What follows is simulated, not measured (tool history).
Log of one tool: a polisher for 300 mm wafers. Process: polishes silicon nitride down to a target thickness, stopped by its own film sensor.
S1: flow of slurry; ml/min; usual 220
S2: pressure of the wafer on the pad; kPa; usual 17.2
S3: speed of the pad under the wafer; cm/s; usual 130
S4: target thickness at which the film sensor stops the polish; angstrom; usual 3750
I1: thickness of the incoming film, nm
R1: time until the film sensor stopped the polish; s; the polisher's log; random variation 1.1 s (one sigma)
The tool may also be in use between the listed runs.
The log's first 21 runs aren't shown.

Run 22, day 68.638: usual settings but S2 15.2 kPa, S3 100 cm/s; I1 480.3. Result: R1 107.2 s.
Run 23, day 71.012: usual settings but S1 240 ml/min, S2 20.7 kPa, S4 3850 angstrom; I1 472.7. Result: R1 53.8 s.
At day 72.496: worn pad replaced by a new one.
Run 24, day 74.262: usual settings; I1 477.7. Result: R1 76.3 s.
Run 25, day 76.700: usual settings but S4 4030 angstrom; I1 472.7. Result: R1 52.9 s.
At day 77.300: head pressure recalibrated.
Run 26, day 79.675: usual settings; I1 479.4. Result: R1 71.0 s.
Run 27, day 83.788: usual settings but S1 240 ml/min, S2 20.7 kPa, S4 3850 angstrom; I1 482.7. Result: R1 56.7 s.
At day 85.396: slurry nozzle cleaned.
Run 28, day 86.208: usual settings but S1 180 ml/min, S2 19.3 kPa, S4 3980 angstrom; I1 472.6. Result: R1 47.2 s.
Run 29, day 88.746: usual settings; I1 473.9. Result: R1 67.9 s.
Run 30, day 92.288: usual settings but S2 21.4 kPa, S4 3590 angstrom; I1 475.6. Result: R1 66.4 s.
Run 31, day 96.138: usual settings but S2 22.8 kPa, S3 162 cm/s, S4 3390 angstrom; I1 477.7. Result: R1 64.8 s.
Run 32, day 100.212: usual settings but S3 106 cm/s; I1 482.0. Result: R1 91.4 s.
At day 102.029: worn pad replaced by a new one.
Run 33, day 102.117: usual settings but S3 166 cm/s; I1 480.9. Result: R1 65.3 s.
At day 102.917: head pressure recalibrated.
Run 34, day 105.908: usual settings; I1 472.7. Result: R1 64.9 s.
Run 35, day 107.733: usual settings but S1 250 ml/min, S2 22.1 kPa, S3 112 cm/s, S4 3450 angstrom; I1 471.5. Result: R1 74.2 s.
Run 36, day 110.004: usual settings but S1 160 ml/min, S4 3600 angstrom; I1 475.1. Result: R1 79.2 s.
At day 111.133: slurry nozzle cleaned.
Run 37, day 113.629: usual settings but S1 260 ml/min, S2 21.4 kPa, S4 3580 angstrom; I1 485.7. Result: R1 68.4 s.

Forecast each of these 3 alternatives for the next run:
Run A, day 113.646: usual settings but S2 11.7 kPa; I1 482.3. Result: R1 ?.
Run B, day 113.646: usual settings but S2 22.1 kPa; I1 482.3. Result: R1 ?.
Run C, day 113.646: usual settings but S1 255 ml/min, S2 22.8 kPa, S3 166 cm/s, S4 3510 angstrom; I1 482.3. Result: R1 ?.

run     R1
  A  108.8
  B   57.8
  C   55.8
Without the tool's hidden state the same runs would have given:
run     R1
  A  103.9
  B   55.2
  C   53.3
